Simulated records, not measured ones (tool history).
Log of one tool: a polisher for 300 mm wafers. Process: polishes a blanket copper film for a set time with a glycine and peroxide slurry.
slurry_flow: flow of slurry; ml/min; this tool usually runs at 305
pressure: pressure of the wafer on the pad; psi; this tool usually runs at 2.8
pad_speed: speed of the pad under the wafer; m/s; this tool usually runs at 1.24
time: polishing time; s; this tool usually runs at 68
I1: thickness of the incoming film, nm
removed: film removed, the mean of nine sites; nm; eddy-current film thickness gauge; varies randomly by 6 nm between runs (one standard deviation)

{"run": 1, "hour": 0.0, "slurry_flow": 305, "pressure": 2.8, "pad_speed": 1.24, "time": 68, "I1": 1265.1, "removed": 471.3}
{"run": 2, "hour": 16.6, "slurry_flow": 305, "pressure": 2.8, "pad_speed": 1.24, "time": 68, "I1": 1257.0, "removed": 454.0}
{"run": 3, "hour": 51.9, "slurry_flow": 235, "pressure": 2.8, "pad_speed": 1.24, "time": 55, "I1": 1255.7, "removed": 356.8}
{"run": 4, "hour": 86.8, "slurry_flow": 235, "pressure": 2.8, "pad_speed": 1.24, "time": 55, "I1": 1243.7, "removed": 355.8}
{"hour": 114.6, "done": "worn pad replaced by a new one"}
{"run": 5, "hour": 121.0, "slurry_flow": 305, "pressure": 2.8, "pad_speed": 1.24, "time": 68, "I1": 1248.8, "removed": 504.9}
{"run": 6, "hour": 136.2, "slurry_flow": 305, "pressure": 2.8, "pad_speed": 1.24, "time": 68, "I1": 1256.2, "removed": 488.3}
{"run": 7, "hour": 161.6, "slurry_flow": 305, "pressure": 2.8, "pad_speed": 1.24, "time": 68, "I1": 1247.4, "removed": 482.9}
{"run": 8, "hour": 182.8, "slurry_flow": 305, "pressure": 3.1, "pad_speed": 1.24, "time": 56, "I1": 1274.6, "removed": 433.2}
{"run": 9, "hour": 217.4, "slurry_flow": 305, "pressure": 3.1, "pad_speed": 1.24, "time": 56, "I1": 1258.3, "removed": 427.6}
{"run": 10, "hour": 234.4, "slurry_flow": 305, "pressure": 2.8, "pad_speed": 1.24, "time": 68, "I1": 1277.1, "removed": 477.3}
{"hour": 247.6, "done": "slurry nozzle cleaned"}
{"run": 11, "hour": 260.8, "slurry_flow": 305, "pressure": 2.8, "pad_speed": 1.24, "time": 68, "I1": 1273.0, "removed": 467.6}
{"run": 12, "hour": 279.3, "slurry_flow": 305, "pressure": 2.8, "pad_speed": 1.24, "time": 68, "I1": 1285.1, "removed": 453.6}
{"run": 13, "hour": 293.9, "slurry_flow": 305, "pressure": 2.8, "pad_speed": 1.24, "time": 68, "I1": 1268.1, "removed": 446.9}
{"run": 14, "hour": 311.7, "slurry_flow": 305, "pressure": 2.8, "pad_speed": 1.24, "time": 68, "I1": 1251.1, "removed": 442.5}
{"run": 15, "hour": 347.0, "slurry_flow": 305, "pressure": 2.5, "pad_speed": 1.24, "time": 68, "I1": 1276.2, "removed": 398.8}
{"hour": 365.2, "done": "worn pad replaced by a new one"}
{"run": 16, "hour": 381.4, "slurry_flow": 365, "pressure": 2.5, "pad_speed": 1.24, "time": 68, "I1": 1254.8, "removed": 440.4}
{"run": 17, "hour": 397.2, "slurry_flow": 220, "pressure": 2.8, "pad_speed": 1.44, "time": 61, "I1": 1271.0, "removed": 477.4}
{"run": 18, "hour": 428.1, "slurry_flow": 305, "pressure": 3.3, "pad_speed": 1.24, "time": 68, "I1": 1256.1, "removed": 535.9}
{"run": 19, "hour": 454.7, "slurry_flow": 360, "pressure": 2.0, "pad_speed": 1.24, "time": 56, "I1": 1243.6, "removed": 295.9}
{"run": 20, "hour": 476.0, "slurry_flow": 410, "pressure": 2.4, "pad_speed": 1.66, "time": 48, "I1": 1245.9, "removed": 364.3}
{"run": 21, "hour": 494.9, "slurry_flow": 305, "pressure": 2.8, "pad_speed": 0.86, "time": 68, "I1": 1272.5, "removed": 335.6}
{"run": 22, "hour": 518.4, "slurry_flow": 305, "pressure": 2.8, "pad_speed": 1.66, "time": 68, "I1": 1245.9, "removed": 579.7}
{"hour": 563.0, "done": "head pressure recalibrated"}
{"hour": 608.1, "done": "worn pad replaced by a new one"}
{"run": 23, "hour": 621.2, "slurry_flow": 305, "pressure": 2.8, "pad_speed": 1.24, "time": 68, "I1": 1244.0, "removed": 492.3}
{"run": 24, "hour": 647.1, "slurry_flow": 245, "pressure": 2.8, "pad_speed": 1.24, "time": 68, "I1": 1259.2, "removed": 470.9}
{"run": 25, "hour": 680.4, "slurry_flow": 305, "pressure": 2.8, "pad_speed": 1.24, "time": 68, "I1": 1244.0, "removed": 483.0}
{"run": 26, "hour": 709.1, "slurry_flow": 305, "pressure": 2.8, "pad_speed": 1.24, "time": 68, "I1": 1275.9, "removed": 459.4}
{"run": 27, "hour": 723.5, "slurry_flow": 340, "pressure": 2.5, "pad_speed": 0.8, "time": 86, "I1": 1262.9, "removed": 378.5}
{"run": 28, "hour": 743.6, "slurry_flow": 305, "pressure": 2.8, "pad_speed": 1.24, "time": 68, "I1": 1284.2, "removed": 464.4}
{"run": 29, "hour": 759.3, "slurry_flow": 375, "pressure": 2.2, "pad_speed": 1.42, "time": 57, "I1": 1277.1, "removed": 356.0}
{"run": 30, "hour": 776.3, "slurry_flow": 305, "pressure": 2.8, "pad_speed": 1.66, "time": 68, "I1": 1258.8, "removed": 587.5}
{"hour": 795.4, "done": "worn pad replaced by a new one"}
{"run": 31, "hour": 802.3, "slurry_flow": 305, "pressure": 2.0, "pad_speed": 1.24, "time": 46, "I1": 1259.6, "removed": 254.1}

Expected results for the next run?
{"run": 32, "hour": 829.3, "slurry_flow": 275, "pressure": 3.7, "pad_speed": 0.84, "time": 68, "I1": 1266.5, "removed": "?"}

removed: 440.2 nm
The same run, on a tool lacking any hidden state, would have yielded removed 454.2 nm.
